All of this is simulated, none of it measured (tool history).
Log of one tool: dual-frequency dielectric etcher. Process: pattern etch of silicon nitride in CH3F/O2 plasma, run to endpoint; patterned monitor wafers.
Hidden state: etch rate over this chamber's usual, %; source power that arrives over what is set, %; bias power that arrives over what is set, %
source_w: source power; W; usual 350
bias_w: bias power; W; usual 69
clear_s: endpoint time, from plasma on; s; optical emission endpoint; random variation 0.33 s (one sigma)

| run | hour | source_w | bias_w | wafers since the last listed run | hours since the last wet clean | hours since the last source power generator calibration | hours since the last bias power generator calibration | hours since the last upper electrode change | incoming incoming film thickness, nm | clear_s |
|---|---|---|---|---|---|---|---|---|---|---|
| 1 | 0 | 350 | 69 | 0 | 293.7 | 3090.2 | 2287 | 5426.5 | 72 | 78.7 |
| 2 | 14.4 | 350 | 69 | 98 | 308.1 | 3104.6 | 2301.4 | 5440.9 | 72.1 | 78.4 |
| 3 | 23.1 | 350 | 69 | 59 | 316.8 | 3113.3 | 2310.1 | 5449.6 | 73 | 78.3 |
| 4 | 34.2 | 350 | 69 | 75 | 327.9 | 3124.4 | 2321.2 | 5460.7 | 72.5 | 78.8 |
| 5 | 48.9 | 350 | 69 | 100 | 342.6 | 3139.1 | 2335.9 | 5475.4 | 71.6 | 77.6 |
| 6 | 56.7 | 350 | 69 | 53 | 350.4 | 3146.9 | 2343.7 | 5483.2 | 71.9 | 78.1 |
|  | 66.5 | source power generator calibrated |
| 7 | 67.1 | 390 | 69 | 43 | 360.8 | 0.6 | 2354.1 | 5493.6 | 72.3 | 76.2 |
| 8 | 88 | 390 | 69 | 142 | 381.7 | 21.5 | 2375 | 5514.5 | 72.2 | 75.8 |
|  | 103.9 | bias power generator calibrated |
|  | 127.9 | wet clean of the chamber |
|  | 147.5 | upper electrode replaced |
| 9 | 148 | 390 | 69 | 84 | 20.1 | 81.5 | 44.1 | 0.5 | 72.5 | 79.8 |
| 10 | 148.4 | 400 | 65 | 2 | 20.5 | 81.9 | 44.5 | 0.9 | 72.7 | 80.8 |
| 11 | 155.6 | 350 | 57 | 49 | 27.7 | 89.1 | 51.7 | 8.1 | 72.5 | 85.5 |
| 12 | 166.1 | 390 | 69 | 71 | 38.2 | 99.6 | 62.2 | 18.6 | 72.1 | 79.2 |
| 13 | 176.1 | 290 | 58 | 68 | 48.2 | 109.6 | 72.2 | 28.6 | 71.8 | 87.7 |
| 14 | 182.8 | 290 | 69 | 45 | 54.9 | 116.3 | 78.9 | 35.3 | 73 | 85.5 |
| 15 | 192.1 | 350 | 59 | 63 | 64.2 | 125.6 | 88.2 | 44.6 | 71.9 | 83.4 |
| 16 | 203.5 | 400 | 69 | 77 | 75.6 | 137 | 99.6 | 56 | 72.4 | 79 |

Forecast each of these 5 alternatives for the next run:
| A | 204 | 350 | 69 | 3 | 76.1 | 137.5 | 100.1 | 56.5 | 72.5 | ? |
| B | 204 | 280 | 82 | 3 | 76.1 | 137.5 | 100.1 | 56.5 | 72.5 | ? |
| C | 204 | 300 | 54 | 3 | 76.1 | 137.5 | 100.1 | 56.5 | 72.5 | ? |
| D | 204 | 390 | 78 | 3 | 76.1 | 137.5 | 100.1 | 56.5 | 72.5 | ? |
| E | 204 | 390 | 60 | 3 | 76.1 | 137.5 | 100.1 | 56.5 | 72.5 | ? |

| run | clear_s |
|---|---|
| A | 81.6 |
| B | 82.1 |
| C | 89.2 |
| D | 77.2 |
| E | 82 |
Without the tool's hidden state the same runs would have given:
| run | clear_s |
|---|---|
| A | 82.2 |
| B | 82.7 |
| C | 89.8 |
| D | 77.7 |
| E | 82.6 |

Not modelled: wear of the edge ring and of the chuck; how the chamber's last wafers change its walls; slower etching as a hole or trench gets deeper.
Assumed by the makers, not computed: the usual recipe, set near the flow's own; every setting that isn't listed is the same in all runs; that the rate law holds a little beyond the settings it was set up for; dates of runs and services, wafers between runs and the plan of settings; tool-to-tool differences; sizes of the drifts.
